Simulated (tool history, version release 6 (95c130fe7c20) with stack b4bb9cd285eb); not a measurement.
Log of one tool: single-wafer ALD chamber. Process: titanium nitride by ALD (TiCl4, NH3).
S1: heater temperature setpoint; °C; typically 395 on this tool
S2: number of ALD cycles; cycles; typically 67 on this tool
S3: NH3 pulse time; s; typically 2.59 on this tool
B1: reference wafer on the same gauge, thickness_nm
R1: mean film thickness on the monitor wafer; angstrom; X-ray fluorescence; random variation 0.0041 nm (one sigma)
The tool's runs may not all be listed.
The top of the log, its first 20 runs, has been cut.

| run | hour | S1 | S2 | S3 | B1 | R1 |
|---|---|---|---|---|---|---|
| 21 | 1673.7 | 395 | 67 | 2.59 | 1.271 | 14.07 |
|  | 1783.7 | gauge calibrated |
|  | 1785.3 | showerhead replaced |
| 22 | 1785.8 | 408 | 73 | 2.27 | 1.270 | 15.35 |
| 23 | 1836.1 | 389 | 67 | 2.59 | 1.270 | 13.98 |
| 24 | 1890.2 | 395 | 67 | 2.86 | 1.271 | 14.06 |
| 25 | 1990.0 | 406 | 77 | 2.59 | 1.270 | 16.28 |
| 26 | 2046.1 | 385 | 74 | 2.59 | 1.270 | 15.48 |
| 27 | 2144.1 | 383 | 77 | 3.13 | 1.270 | 16.13 |
| 28 | 2227.1 | 384 | 67 | 2.91 | 1.270 | 14.03 |
| 29 | 2308.3 | 401 | 54 | 2.59 | 1.270 | 11.37 |
|  | 2329.3 | thermocouple changed; heater temperature recalibrated |
| 30 | 2398.7 | 409 | 67 | 1.77 | 1.270 | 14.01 |
| 31 | 2505.1 | 395 | 67 | 2.59 | 1.270 | 14.03 |
| 32 | 2553.2 | 395 | 62 | 1.92 | 1.270 | 12.91 |
| 33 | 2597.8 | 395 | 58 | 2.59 | 1.270 | 12.21 |
| 34 | 2649.3 | 400 | 71 | 1.98 | 1.270 | 14.81 |
| 35 | 2740.2 | 399 | 76 | 3.38 | 1.270 | 16.13 |
| 36 | 2823.5 | 395 | 67 | 2.59 | 1.269 | 14.04 |
| 37 | 2903.4 | 395 | 67 | 1.93 | 1.271 | 13.92 |
| 38 | 3007.9 | 403 | 79 | 2.32 | 1.270 | 16.59 |
| 39 | 3110.0 | 399 | 76 | 3.38 | 1.270 | 16.14 |

5 ways to go on from here, each from the tool as it stands after run 39. What would each give?
| A | 3110.6 | 383 | 67 | 2.59 | ? | ? |
| B | 3110.6 | 395 | 59 | 2.59 | ? | ? |
| C | 3110.6 | 395 | 67 | 2.94 | ? | ? |
| D | 3110.6 | 395 | 67 | 3.20 | ? | ? |
| E | 3110.6 | 409 | 67 | 2.59 | ? | ? |

| run | B1 | R1 |
|---|---|---|
| A | 1.270 | 13.91 |
| B | 1.270 | 12.36 |
| C | 1.270 | 14.09 |
| D | 1.270 | 14.13 |
| E | 1.270 | 14.11 |
What these runs would have given with no unlogged condition in the tool:
| run | R1 |
|---|---|
| A | 13.91 |
| B | 12.36 |
| C | 14.09 |
| D | 14.13 |
| E | 14.11 |
